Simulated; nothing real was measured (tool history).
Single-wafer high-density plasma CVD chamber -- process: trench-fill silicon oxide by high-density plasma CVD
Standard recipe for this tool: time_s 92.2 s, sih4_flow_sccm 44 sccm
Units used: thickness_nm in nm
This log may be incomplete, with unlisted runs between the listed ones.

| run | hour | time_s | sih4_flow_sccm | wafers since the last listed run | hours since the silane flow controller was replaced | hours since the gauge calibration | read-back reference wafer on the same gauge, thickness_nm | thickness_nm |
|---|---|---|---|---|---|---|---|---|
| 1 | 0 | 102.9 | 44 | 0 | 1900 | 78.8 | 375.523 | 487.231 |
| 2 | 13.1 | 92.2 | 44 | 226 | 1913.1 | 91.9 | 375.629 | 436.838 |
| 3 | 19.4 | 92.2 | 44 | 108 | 1919.4 | 98.2 | 375.877 | 437.661 |
| 4 | 29.6 | 92.2 | 41 | 176 | 1929.6 | 108.4 | 376.046 | 412.862 |
| 5 | 47.2 | 92.2 | 41 | 303 | 1947.2 | 126 | 376.341 | 413.816 |
| 6 | 56.4 | 84.5 | 44 | 158 | 1956.4 | 135.2 | 376.416 | 402.994 |
| 7 | 68.5 | 84.5 | 44 | 208 | 1968.5 | 147.3 | 376.635 | 401.571 |
| 8 | 86.4 | 92.2 | 44 | 309 | 1986.4 | 165.2 | 376.869 | 440.143 |
| 9 | 98.2 | 92.2 | 44 | 203 | 1998.2 | 177 | 377.082 | 440.017 |

Run 10 comes next. What will it give?
| 10 | 109.3 | 77.9 | 51 | 191 | 2009.3 | 188.1 | ? | ? |

{"run 10": {"read-back reference wafer on the same gauge, thickness_nm": 377.208, "thickness_nm": 423.001}}
Take away the tool's hidden state, keep the run-to-run variation as it was, and the same run would have given thickness_nm 419.402 nm.
